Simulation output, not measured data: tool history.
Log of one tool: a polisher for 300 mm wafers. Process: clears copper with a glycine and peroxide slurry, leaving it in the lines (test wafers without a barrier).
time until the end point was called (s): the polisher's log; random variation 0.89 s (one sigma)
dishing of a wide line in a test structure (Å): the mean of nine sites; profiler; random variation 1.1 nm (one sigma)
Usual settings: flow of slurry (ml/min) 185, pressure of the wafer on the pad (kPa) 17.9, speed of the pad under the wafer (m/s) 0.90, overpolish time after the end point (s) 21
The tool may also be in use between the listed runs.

run,day,flow of slurry (ml/min),pressure of the wafer on the pad (kPa),speed of the pad under the wafer (m/s),overpolish time after the end point (s),"incoming thickness of the incoming film, nm",time until the end point was called (s),dishing of a wide line in a test structure (Å)
1,0.000,185,15.9,0.70,21,359.0,127.7,440
2,0.508,185,15.9,0.70,21,358.2,127.6,440
3,1.125,185,15.9,0.70,21,352.4,133.8,424
4,1.717,185,14.5,0.90,21,346.7,118.0,475
# day 2.129: worn pad replaced by a new one
5,2.300,185,14.5,0.90,21,357.8,107.6,494
6,3.258,185,14.5,0.90,21,348.8,107.6,504
7,5.112,185,17.9,0.90,28,356.6,108.4,644
8,5.667,185,17.9,0.90,28,352.8,108.3,626
# day 5.758: slurry nozzle cleaned
# day 6.450: worn pad replaced by a new one
9,6.971,185,17.9,0.90,21,348.4,91.7,566
10,7.721,160,17.9,0.90,16,357.8,96.6,443
11,8.792,185,17.9,0.90,28,357.9,97.7,705
12,9.358,185,15.9,0.70,21,351.0,127.3,440
# day 10.762: worn pad replaced by a new one
13,10.783,185,17.9,0.90,27,356.8,96.5,687
14,11.567,140,17.9,0.90,21,354.8,101.9,531
15,12.108,185,14.5,0.90,21,358.9,111.8,488
# day 12.292: head pressure recalibrated
16,13.529,235,17.9,0.90,21,352.5,98.2,520
17,14.804,140,19.3,1.06,21,355.9,101.0,538
# day 15.179: worn pad replaced by a new one
18,16.108,185,22.8,0.90,21,362.3,87.2,622

Measured less the same run without the tool's hidden state. The same run-to-run variation is in both; the gauge's scatter may not be:
The hidden state here: removal rate lost through wear of the pad, %; slurry flow missing at the pad, %; deviation of the head's pressure from its setpoint, %.
run,time until the end point was called (s),dishing of a wide line in a test structure (Å)
1,+8.2,-24
2,+10.5,-32
3,+14.6,-42
4,+16.5,-60
5,+5.1,-19
6,+6.9,-26
7,+14.0,-66
8,+17.1,-80
9,+1.0,-5
10,+2.5,-10
11,+5.5,-29
12,+10.1,-30
13,+4.3,-22
14,+6.6,-28
15,+7.3,-27
16,+10.4,-46
17,+19.9,-96
18,+7.9,-45
